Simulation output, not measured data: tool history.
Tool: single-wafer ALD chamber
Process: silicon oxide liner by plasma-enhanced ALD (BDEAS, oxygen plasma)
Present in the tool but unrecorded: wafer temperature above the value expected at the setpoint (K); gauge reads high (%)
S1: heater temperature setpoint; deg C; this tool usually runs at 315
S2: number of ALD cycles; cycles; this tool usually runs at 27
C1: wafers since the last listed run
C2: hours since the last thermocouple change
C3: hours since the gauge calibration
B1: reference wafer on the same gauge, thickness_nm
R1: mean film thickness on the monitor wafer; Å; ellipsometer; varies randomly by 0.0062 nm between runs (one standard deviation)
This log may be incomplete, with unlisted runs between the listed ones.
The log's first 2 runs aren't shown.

run	hour	S1	S2	C1	C2	C3	B1	R1
3	27.4	315	26	111	2344.5	539.2	2.007	23.60
4	35.8	315	26	77	2352.9	547.6	2.005	23.58
5	47.2	315	27	104	2364.3	559.0	2.007	24.57
6	54.3	315	27	65	2371.4	566.1	2.006	24.45
7	63.4	315	27	83	2380.5	575.2	2.003	24.55
8	79.2	315	27	145	2396.3	591.0	2.004	24.50
9	96.9	315	27	162	2414.0	608.7	2.004	24.52
10	110.2	315	25	122	2427.3	622.0	2.004	22.58
11	160.6	315	27	463	2477.7	672.4	1.996	24.41
12	172.5	315	27	109	2489.6	684.3	1.995	24.37
13	181.2	315	27	80	2498.3	693.0	1.996	24.46
14	195.2	315	27	128	2512.3	707.0	1.992	24.46
15	210.4	306	27	139	2527.5	722.2	1.995	24.77
16	223.0	306	27	115	2540.1	734.8	1.995	24.66
17	238.4	315	24	141	2555.5	750.2	1.994	21.60
18	267.1	315	24	264	2584.2	778.9	1.989	21.52
19	280.0	315	27	118	2597.1	791.8	1.988	24.38
20	292.5	315	27	114	2609.6	804.3	1.988	24.36
21	310.3	315	27	163	2627.4	822.1	1.987	24.34
22	317.6	315	27	67	2634.7	829.4	1.985	24.35
# hour 328.5: gauge calibrated
23	334.6	315	27	156	2651.7	6.1	2.021	24.74
24	342.5	315	29	72	2659.6	14.0	2.021	26.59
25	381.7	320	27	360	2698.8	53.2	2.023	24.57
26	396.6	307	25	137	2713.7	68.1	2.019	23.17

Expected results for the next run?
27	410.1	315	27	124	2727.2	81.6	?	?

Run 27 gave B1 2.021, R1 24.68 Å.
With the hidden condition absent and the run-to-run variation left alone, this run would have shown R1 24.67 Å.

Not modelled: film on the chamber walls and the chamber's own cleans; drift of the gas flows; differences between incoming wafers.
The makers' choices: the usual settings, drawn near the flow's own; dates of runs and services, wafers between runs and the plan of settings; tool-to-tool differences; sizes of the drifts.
